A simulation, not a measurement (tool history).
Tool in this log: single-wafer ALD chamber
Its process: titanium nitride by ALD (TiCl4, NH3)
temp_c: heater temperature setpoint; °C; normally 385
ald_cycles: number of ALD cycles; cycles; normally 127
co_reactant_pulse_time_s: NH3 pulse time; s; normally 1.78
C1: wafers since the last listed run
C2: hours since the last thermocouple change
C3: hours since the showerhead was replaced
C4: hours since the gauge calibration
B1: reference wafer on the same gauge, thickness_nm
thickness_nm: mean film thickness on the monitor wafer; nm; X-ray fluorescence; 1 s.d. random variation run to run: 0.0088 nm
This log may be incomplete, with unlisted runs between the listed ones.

Run 1, hour 0: usual settings; C1 0; C2 807.2; C3 5456; C4 1218.1; B1 2.449. Result: thickness_nm 2.993 nm.
Run 2, hour 58.3: usual settings; C1 155; C2 865.5; C3 5514.3; C4 1276.4; B1 2.447. Result: thickness_nm 3 nm.
Run 3, hour 146.3: usual settings but temp_c 396 °C; C1 234; C2 953.5; C3 5602.3; C4 1364.4; B1 2.447. Result: thickness_nm 3.039 nm.
Run 4, hour 209.8: usual settings but ald_cycles 136 cycles, co_reactant_pulse_time_s 2.25 s; C1 168; C2 1017; C3 5665.8; C4 1427.9; B1 2.45. Result: thickness_nm 3.232 nm.
Run 5, hour 247: usual settings but ald_cycles 136 cycles, co_reactant_pulse_time_s 2.25 s; C1 98; C2 1054.2; C3 5703; C4 1465.1; B1 2.45. Result: thickness_nm 3.246 nm.
Run 6, hour 295.1: usual settings but ald_cycles 138 cycles; C1 127; C2 1102.3; C3 5751.1; C4 1513.2; B1 2.449. Result: thickness_nm 3.249 nm.
Run 7, hour 388.9: usual settings but ald_cycles 138 cycles; C1 249; C2 1196.1; C3 5844.9; C4 1607; B1 2.45. Result: thickness_nm 3.243 nm.
Run 8, hour 458.9: usual settings; C1 186; C2 1266.1; C3 5914.9; C4 1677; B1 2.45. Result: thickness_nm 2.986 nm.
At hour 465: gauge calibrated.
Run 9, hour 498.7: usual settings but temp_c 378 °C, co_reactant_pulse_time_s 2.05 s; C1 105; C2 1305.9; C3 5954.7; C4 33.7; B1 2.451. Result: thickness_nm 2.972 nm.
Run 10, hour 565.3: usual settings; C1 177; C2 1372.5; C3 6021.3; C4 100.3; B1 2.451. Result: thickness_nm 2.995 nm.
Run 11, hour 655.7: usual settings; C1 240; C2 1462.9; C3 6111.7; C4 190.7; B1 2.449. Result: thickness_nm 2.974 nm.
Run 12, hour 739.2: usual settings but temp_c 374 °C, ald_cycles 148 cycles, co_reactant_pulse_time_s 2.16 s; C1 222; C2 1546.4; C3 6195.2; C4 274.2; B1 2.451. Result: thickness_nm 3.454 nm.
At hour 770.3: thermocouple changed; heater temperature recalibrated.
Run 13, hour 776.7: usual settings but ald_cycles 146 cycles, co_reactant_pulse_time_s 2.44 s; C1 78; C2 6.4; C3 6232.7; C4 311.7; B1 2.451. Result: thickness_nm 3.484 nm.
Run 14, hour 813.2: usual settings; C1 97; C2 42.9; C3 6269.2; C4 348.2; B1 2.45. Result: thickness_nm 2.98 nm.
At hour 831.5: showerhead replaced.
Run 15, hour 882.8: usual settings but temp_c 374 °C, ald_cycles 148 cycles, co_reactant_pulse_time_s 2.16 s; C1 163; C2 112.5; C3 51.3; C4 417.8; B1 2.45. Result: thickness_nm 3.466 nm.
Run 16, hour 938.6: usual settings but temp_c 395 °C, ald_cycles 103 cycles, co_reactant_pulse_time_s 1.48 s; C1 148; C2 168.3; C3 107.1; C4 473.6; B1 2.453. Result: thickness_nm 2.423 nm.
Run 17, hour 996.7: usual settings but temp_c 374 °C, ald_cycles 134 cycles, co_reactant_pulse_time_s 2.39 s; C1 154; C2 226.4; C3 165.2; C4 531.7; B1 2.451. Result: thickness_nm 3.152 nm.
Run 18, hour 1036.8: usual settings but ald_cycles 152 cycles; C1 106; C2 266.5; C3 205.3; C4 571.8; B1 2.449. Result: thickness_nm 3.578 nm.
Run 19, hour 1105: usual settings but temp_c 395 °C, ald_cycles 112 cycles; C1 181; C2 334.7; C3 273.5; C4 640; B1 2.45. Result: thickness_nm 2.662 nm.
Run 20, hour 1142.6: usual settings but temp_c 379 °C, ald_cycles 106 cycles, co_reactant_pulse_time_s 1.17 s; C1 100; C2 372.3; C3 311.1; C4 677.6; B1 2.453. Result: thickness_nm 2.414 nm.
Run 21, hour 1195.3: usual settings but temp_c 398 °C, ald_cycles 138 cycles, co_reactant_pulse_time_s 1.46 s; C1 140; C2 425; C3 363.8; C4 730.3; B1 2.451. Result: thickness_nm 3.268 nm.
Run 22, hour 1278.3: usual settings but temp_c 395 °C, co_reactant_pulse_time_s 1.14 s; C1 220; C2 508; C3 446.8; C4 813.3; B1 2.45. Result: thickness_nm 2.98 nm.

Give the tool's hidden conditions for every run:
wafer temperature above the value expected at the setpoint (K): 0 at every run
gauge reads high (%): 0 at every run

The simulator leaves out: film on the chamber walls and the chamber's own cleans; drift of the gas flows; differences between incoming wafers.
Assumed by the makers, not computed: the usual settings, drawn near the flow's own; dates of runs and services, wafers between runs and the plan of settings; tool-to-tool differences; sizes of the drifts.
